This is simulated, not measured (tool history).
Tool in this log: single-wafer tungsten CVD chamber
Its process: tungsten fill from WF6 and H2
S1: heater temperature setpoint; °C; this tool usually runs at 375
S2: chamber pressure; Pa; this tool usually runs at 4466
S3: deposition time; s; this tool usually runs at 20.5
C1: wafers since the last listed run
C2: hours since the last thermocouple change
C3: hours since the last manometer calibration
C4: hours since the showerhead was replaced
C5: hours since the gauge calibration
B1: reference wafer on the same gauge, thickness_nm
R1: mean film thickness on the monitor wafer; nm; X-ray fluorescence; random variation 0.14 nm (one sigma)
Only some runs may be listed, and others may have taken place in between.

run     day   S1    S2    S3    C1      C2      C3      C4      C5      B1      R1
  1       0  369  4466  20.5     0  1219.8  1007.6  3859.5   572.6  42.217  32.915
  2   2.012  375  4466  20.5  1126  1268.1  1055.9  3907.8   620.9  42.244  36.767
  3   3.392  375  4466  20.5   771  1301.2    1089  3940.9     654  42.196  36.969
  4   5.954  375  4466  20.5  1434  1362.7  1150.5  4002.4   715.5  42.132  36.862
  5   8.921  375  4466  20.5  1660  1433.9  1221.7  4073.6   786.7   42.17  36.886
  6  11.846  375  4466  20.5  1636  1504.1  1291.9  4143.8   856.9  42.194  36.893
  7  13.879  375  4466  20.5  1137  1552.9  1340.7  4192.6   905.7  42.183  36.654
  8   15.55  375  4466  20.5   935    1593  1380.8  4232.7   945.8  42.208  36.672
  9  16.608  375  4466  20.5   592  1618.4  1406.2  4258.1   971.2  42.207  37.026
 10  17.779  375  4466  20.5   655  1646.5  1434.3  4286.2   999.3    42.2  36.805
 11  19.058  375  4466  20.5   715  1677.2    1465  4316.9    1030  42.159  36.801
 12  21.075  375  4466  20.5  1128  1725.6  1513.4  4365.3  1078.4  42.214  36.857
 13  22.654  375  3973  20.5   883  1763.5  1551.3  4403.2  1116.3  42.247  34.485
     23.475  -- thermocouple changed; heater temperature recalibrated
     24.362  -- capacitance manometer re-zeroed and calibrated
     24.742  -- showerhead replaced
 14  25.154  375  4466  20.5   839    40.3      19     9.9  1176.3  42.224  36.702
 15  26.967  375  3826  20.5  1014    83.8    62.5    53.4  1219.8   42.21  33.436
 16  29.183  375  3826  20.5  1240     137   115.7   106.6    1273  42.255  33.508
 17   30.75  375  3826  20.5   876   174.6   153.3   144.2  1310.6  42.162  33.593
 18  33.425  375  4466  20.5  1497   238.8   217.5   208.4  1374.8  42.191  36.473
 19  35.779  383  4466  20.5  1317   295.3     274   264.9  1431.3  42.224  42.719
     36.229  -- gauge calibrated
 20    37.8  375  4466  20.5  1130   343.8   322.5   313.4    37.7  42.206   36.72
 21  40.567  365  3480  17.6  1548   410.2   388.9   379.8   104.1  42.219  22.495
 22  42.938  375  4466  20.5  1326   467.1   445.8   436.7     161   42.14  37.045
 23  45.517  381  4466  18.8  1443     529   507.7   498.6   222.9  42.162   37.65
 24  46.979  375  4466  20.5   818   564.1   542.8   533.7     258  42.224  36.803
 25  48.479  385  4080  18.9   839   600.1   578.8   569.7     294  42.221  38.393
 26  50.796  375  4466  23.6  1296   655.7   634.4   625.3   349.6  42.194   42.47
 27  52.542  385  4080  18.9   977   697.6   676.3   667.2   391.5   42.22  38.235
 28    53.6  375  4466    24   592     723   701.7   692.6   416.9  42.185  42.868
 29  55.642  384  4466  20.5  1142     772   750.7   741.6   465.9  42.218  43.261
 30  56.875  375  4466    22   690   801.6   780.3   771.2   495.5   42.22  39.524
 31  58.654  362  4146    22   995   844.3     823   813.9   538.2   42.19  29.577
 32  61.017  380  4466  23.6  1322     901   879.7   870.6   594.9  42.218  46.666
 33  63.592  375  4466  23.1  1441   962.8   941.5   932.4   656.7  42.183  41.686
 34  65.367  375  4466  20.5   993  1005.4   984.1     975   699.3  42.203  36.778

For each run, what was the tool's unlogged condition?
wafer temperature above the value expected at the setpoint (K): 0 at every run
true pressure above the setpoint (%): 0 at every run
gauge reads high (%): 0 at every run
